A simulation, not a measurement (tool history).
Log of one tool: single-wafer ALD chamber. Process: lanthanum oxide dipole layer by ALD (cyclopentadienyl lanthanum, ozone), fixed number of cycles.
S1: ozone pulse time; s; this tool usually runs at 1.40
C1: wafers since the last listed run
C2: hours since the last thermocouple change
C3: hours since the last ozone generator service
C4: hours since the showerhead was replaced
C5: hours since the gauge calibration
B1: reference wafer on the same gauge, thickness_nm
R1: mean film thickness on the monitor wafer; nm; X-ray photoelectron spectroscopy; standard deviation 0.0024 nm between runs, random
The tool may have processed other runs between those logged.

| run | hour | S1 | C1 | C2 | C3 | C4 | C5 | B1 | R1 |
|---|---|---|---|---|---|---|---|---|---|
| 1 | 0.0 | 1.40 | 0 | 16.4 | 204.0 | 3555.2 | 3278.9 | 0.643 | 0.563 |
| 2 | 51.3 | 1.80 | 572 | 67.7 | 255.3 | 3606.5 | 3330.2 | 0.642 | 0.577 |
| 3 | 146.4 | 1.80 | 1061 | 162.8 | 350.4 | 3701.6 | 3425.3 | 0.642 | 0.576 |
| 4 | 247.6 | 1.78 | 1129 | 264.0 | 451.6 | 3802.8 | 3526.5 | 0.642 | 0.571 |
| 5 | 332.4 | 1.78 | 946 | 348.8 | 536.4 | 3887.6 | 3611.3 | 0.642 | 0.569 |
| 6 | 419.1 | 1.65 | 967 | 435.5 | 623.1 | 3974.3 | 3698.0 | 0.641 | 0.562 |
| 7 | 496.3 | 1.40 | 861 | 512.7 | 700.3 | 4051.5 | 3775.2 | 0.642 | 0.546 |
|  | 562.6 | ozone generator serviced |
| 8 | 603.6 | 1.40 | 1108 | 620.0 | 41.0 | 4158.8 | 3882.5 | 0.642 | 0.567 |
| 9 | 659.1 | 1.40 | 619 | 675.5 | 96.5 | 4214.3 | 3938.0 | 0.643 | 0.565 |
| 10 | 716.9 | 1.40 | 645 | 733.3 | 154.3 | 4272.1 | 3995.8 | 0.642 | 0.559 |
| 11 | 752.9 | 1.40 | 401 | 769.3 | 190.3 | 4308.1 | 4031.8 | 0.642 | 0.556 |
|  | 806.2 | gauge calibrated |
| 12 | 846.2 | 1.40 | 1041 | 862.6 | 283.6 | 4401.4 | 40.0 | 0.642 | 0.555 |
| 13 | 940.8 | 0.97 | 1055 | 957.2 | 378.2 | 4496.0 | 134.6 | 0.642 | 0.527 |
| 14 | 978.9 | 1.70 | 425 | 995.3 | 416.3 | 4534.1 | 172.7 | 0.642 | 0.560 |
| 15 | 1028.1 | 1.09 | 549 | 1044.5 | 465.5 | 4583.3 | 221.9 | 0.643 | 0.527 |
| 16 | 1093.3 | 1.40 | 727 | 1109.7 | 530.7 | 4648.5 | 287.1 | 0.641 | 0.548 |
| 17 | 1137.9 | 1.58 | 497 | 1154.3 | 575.3 | 4693.1 | 331.7 | 0.642 | 0.553 |
| 18 | 1195.1 | 0.96 | 638 | 1211.5 | 632.5 | 4750.3 | 388.9 | 0.643 | 0.513 |
|  | 1214.8 | showerhead replaced |
|  | 1252.4 | ozone generator serviced |
| 19 | 1298.4 | 1.02 | 974 | 1314.8 | 46.0 | 83.6 | 492.2 | 0.643 | 0.552 |
| 20 | 1338.7 | 1.40 | 449 | 1355.1 | 86.3 | 123.9 | 532.5 | 0.640 | 0.570 |
| 21 | 1387.9 | 0.93 | 549 | 1404.3 | 135.5 | 173.1 | 581.7 | 0.642 | 0.538 |
|  | 1408.7 | thermocouple changed; heater temperature recalibrated |
| 22 | 1552.1 | 1.40 | 1743 | 143.4 | 299.7 | 337.3 | 745.9 | 0.643 | 0.561 |
| 23 | 1839.0 | 1.25 | 3201 | 430.3 | 586.6 | 624.2 | 1032.8 | 0.641 | 0.548 |
| 24 | 1911.7 | 1.40 | 811 | 503.0 | 659.3 | 696.9 | 1105.5 | 0.642 | 0.554 |
| 25 | 1987.3 | 1.68 | 843 | 578.6 | 734.9 | 772.5 | 1181.1 | 0.642 | 0.566 |
|  | 2003.9 | ozone generator serviced |
| 26 | 2139.4 | 1.40 | 1608 | 730.7 | 135.5 | 924.6 | 1333.2 | 0.642 | 0.568 |
| 27 | 2244.5 | 1.12 | 1172 | 835.8 | 240.6 | 1029.7 | 1438.3 | 0.642 | 0.547 |
| 28 | 2294.4 | 1.40 | 556 | 885.7 | 290.5 | 1079.6 | 1488.2 | 0.643 | 0.562 |
| 29 | 2346.2 | 1.86 | 578 | 937.5 | 342.3 | 1131.4 | 1540.0 | 0.642 | 0.579 |
| 30 | 2421.0 | 1.06 | 834 | 1012.3 | 417.1 | 1206.2 | 1614.8 | 0.642 | 0.536 |
| 31 | 2524.1 | 1.40 | 1150 | 1115.4 | 520.2 | 1309.3 | 1717.9 | 0.643 | 0.554 |
| 32 | 2602.4 | 1.77 | 873 | 1193.7 | 598.5 | 1387.6 | 1796.2 | 0.641 | 0.570 |
|  | 2680.5 | thermocouple changed; heater temperature recalibrated |
| 33 | 2681.0 | 1.19 | 787 | 0.5 | 677.1 | 1466.2 | 1874.8 | 0.642 | 0.537 |
|  | 2712.3 | ozone generator serviced |
| 34 | 2795.4 | 1.40 | 1187 | 114.9 | 83.1 | 1580.6 | 1989.2 | 0.642 | 0.567 |
| 35 | 2833.7 | 1.40 | 427 | 153.2 | 121.4 | 1618.9 | 2027.5 | 0.642 | 0.564 |

Below are 3 alternative next runs, each starting from the tool's condition after run 35. Predict each:
| A | 2834.1 | 1.63 | 4 | 153.6 | 121.8 | 1619.3 | 2027.9 | ? | ? |
| B | 2834.1 | 1.62 | 4 | 153.6 | 121.8 | 1619.3 | 2027.9 | ? | ? |
| C | 2834.1 | 1.56 | 4 | 153.6 | 121.8 | 1619.3 | 2027.9 | ? | ? |

| run | B1 | R1 |
|---|---|---|
| A | 0.641 | 0.574 |
| B | 0.641 | 0.574 |
| C | 0.641 | 0.571 |
The same runs, with their run-to-run variation unchanged, on a tool lacking any hidden condition would have given:
| run | R1 |
|---|---|
| A | 0.587 |
| B | 0.586 |
| C | 0.584 |
